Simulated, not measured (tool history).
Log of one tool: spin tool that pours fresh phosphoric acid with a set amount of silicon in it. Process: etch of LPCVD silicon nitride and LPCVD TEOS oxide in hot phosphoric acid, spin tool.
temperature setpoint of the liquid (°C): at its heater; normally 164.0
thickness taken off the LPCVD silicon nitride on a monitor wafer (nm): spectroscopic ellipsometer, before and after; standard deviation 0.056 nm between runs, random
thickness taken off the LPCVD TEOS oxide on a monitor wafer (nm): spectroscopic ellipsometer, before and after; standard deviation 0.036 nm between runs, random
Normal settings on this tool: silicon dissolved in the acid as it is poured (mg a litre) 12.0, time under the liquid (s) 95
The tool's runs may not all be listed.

| run | hour | temperature setpoint of the liquid (°C) | silicon dissolved in the acid as it is poured (mg a litre) | time under the liquid (s) | wafers since the last listed run | hours since the thermometer was replaced | hours since the dissolved silicon flow meter was replaced | hours since the heated supply line was repaired | hours since the gauge calibration | read-back film thickness of the LPCVD silicon nitride reference wafer, read on the same gauge (nm) | read-back film thickness of the LPCVD TEOS oxide reference wafer, read on the same gauge (nm) | thickness taken off the LPCVD silicon nitride on a monitor wafer (nm) | thickness taken off the LPCVD TEOS oxide on a monitor wafer (nm) |
|---|---|---|---|---|---|---|---|---|---|---|---|---|---|
| 1 | 0.0 | 161.5 | 3.0 | 115 | 0 | 1484.1 | 404.9 | 2837.2 | 2834.4 | 51.51 | 61.786 | 11.45 | 0.837 |
| 2 | 98.1 | 164.0 | 12.0 | 95 | 767 | 1582.2 | 503.0 | 2935.3 | 2932.5 | 51.52 | 61.795 | 10.22 | 0.651 |
| 3 | 193.1 | 164.0 | 6.0 | 95 | 742 | 1677.2 | 598.0 | 3030.3 | 3027.5 | 51.52 | 61.833 | 10.26 | 0.827 |
| 4 | 298.5 | 164.0 | 12.0 | 145 | 824 | 1782.6 | 703.4 | 3135.7 | 3132.9 | 51.49 | 61.846 | 15.63 | 1.026 |
| 5 | 366.0 | 162.5 | 8.0 | 125 | 527 | 1850.1 | 770.9 | 3203.2 | 3200.4 | 51.56 | 61.836 | 12.95 | 0.897 |
| 6 | 415.5 | 161.5 | 12.0 | 50 | 387 | 1899.6 | 820.4 | 3252.7 | 3249.9 | 51.54 | 61.816 | 4.96 | 0.281 |
| 7 | 519.8 | 164.0 | 12.0 | 120 | 815 | 2003.9 | 924.7 | 3357.0 | 3354.2 | 51.56 | 61.872 | 12.92 | 0.947 |
| 8 | 610.9 | 164.0 | 12.0 | 95 | 712 | 2095.0 | 1015.8 | 3448.1 | 3445.3 | 51.62 | 61.878 | 10.33 | 0.654 |
|  | 657.6 | gauge calibrated |
| 9 | 661.8 | 164.0 | 12.0 | 95 | 398 | 2145.9 | 1066.7 | 3499.0 | 4.2 | 49.62 | 59.504 | 9.96 | 0.635 |
| 10 | 727.6 | 164.0 | 12.0 | 95 | 514 | 2211.7 | 1132.5 | 3564.8 | 70.0 | 49.67 | 59.633 | 9.94 | 0.657 |
| 11 | 811.4 | 164.0 | 18.0 | 95 | 655 | 2295.5 | 1216.3 | 3648.6 | 153.8 | 49.78 | 59.791 | 9.92 | 0.601 |
| 12 | 891.1 | 164.0 | 7.5 | 75 | 623 | 2375.2 | 1296.0 | 3728.3 | 233.5 | 49.90 | 59.880 | 7.89 | 0.530 |
| 13 | 994.0 | 164.0 | 16.5 | 95 | 804 | 2478.1 | 1398.9 | 3831.2 | 336.4 | 50.06 | 60.027 | 9.93 | 0.605 |
| 14 | 1088.7 | 162.0 | 8.5 | 140 | 740 | 2572.8 | 1493.6 | 3925.9 | 431.1 | 50.13 | 60.166 | 13.74 | 0.913 |
|  | 1116.3 | thermometer replaced |
|  | 1166.3 | heated supply line repaired |
| 15 | 1176.7 | 163.0 | 17.0 | 55 | 672 | 60.4 | 1581.6 | 10.4 | 519.1 | 50.20 | 60.277 | 5.64 | 0.282 |
|  | 1361.2 | dissolved silicon flow meter replaced |
| 16 | 1493.0 | 164.0 | 12.0 | 95 | 2465 | 376.7 | 131.8 | 326.7 | 835.4 | 50.54 | 60.627 | 10.13 | 0.630 |
| 17 | 1553.2 | 162.5 | 20.0 | 95 | 470 | 436.9 | 192.0 | 386.9 | 895.6 | 50.52 | 60.645 | 9.62 | 0.436 |
| 18 | 1617.9 | 166.0 | 4.5 | 145 | 505 | 501.6 | 256.7 | 451.6 | 960.3 | 50.59 | 60.726 | 16.29 | 1.250 |
| 19 | 1682.3 | 166.5 | 8.5 | 110 | 503 | 566.0 | 321.1 | 516.0 | 1024.7 | 50.71 | 60.778 | 12.74 | 0.985 |
| 20 | 1787.9 | 166.0 | 4.5 | 145 | 825 | 671.6 | 426.7 | 621.6 | 1130.3 | 50.72 | 60.862 | 16.67 | 1.363 |
| 21 | 1873.3 | 164.0 | 12.0 | 95 | 667 | 757.0 | 512.1 | 707.0 | 1215.7 | 50.77 | 60.902 | 10.26 | 0.666 |
| 22 | 1974.5 | 163.0 | 16.0 | 50 | 791 | 858.2 | 613.3 | 808.2 | 1316.9 | 50.84 | 60.990 | 5.15 | 0.248 |

Each run again, without the hidden state but with its own random variation kept:
Hidden state present: liquid colder than its thermometer reads (K); dissolved silicon flow above the setpoint (%); temperature lost on the way to the wafer (K); gauge reads high (%).
| run | thickness taken off the LPCVD silicon nitride on a monitor wafer (nm) |
|---|---|
| 1 | 11.12 |
| 2 | 9.93 |
| 3 | 9.96 |
| 4 | 15.17 |
| 5 | 12.57 |
| 6 | 4.81 |
| 7 | 12.54 |
| 8 | 10.02 |
| 9 | 10.04 |
| 10 | 10.00 |
| 11 | 9.96 |
| 12 | 7.91 |
| 13 | 9.92 |
| 14 | 13.70 |
| 15 | 5.61 |
| 16 | 10.03 |
| 17 | 9.52 |
| 18 | 16.10 |
| 19 | 12.57 |
| 20 | 16.43 |
| 21 | 10.10 |
| 22 | 5.07 |
thickness taken off the LPCVD TEOS oxide on a monitor wafer (nm): differs from the measured result by no more than 0.030 in any run.

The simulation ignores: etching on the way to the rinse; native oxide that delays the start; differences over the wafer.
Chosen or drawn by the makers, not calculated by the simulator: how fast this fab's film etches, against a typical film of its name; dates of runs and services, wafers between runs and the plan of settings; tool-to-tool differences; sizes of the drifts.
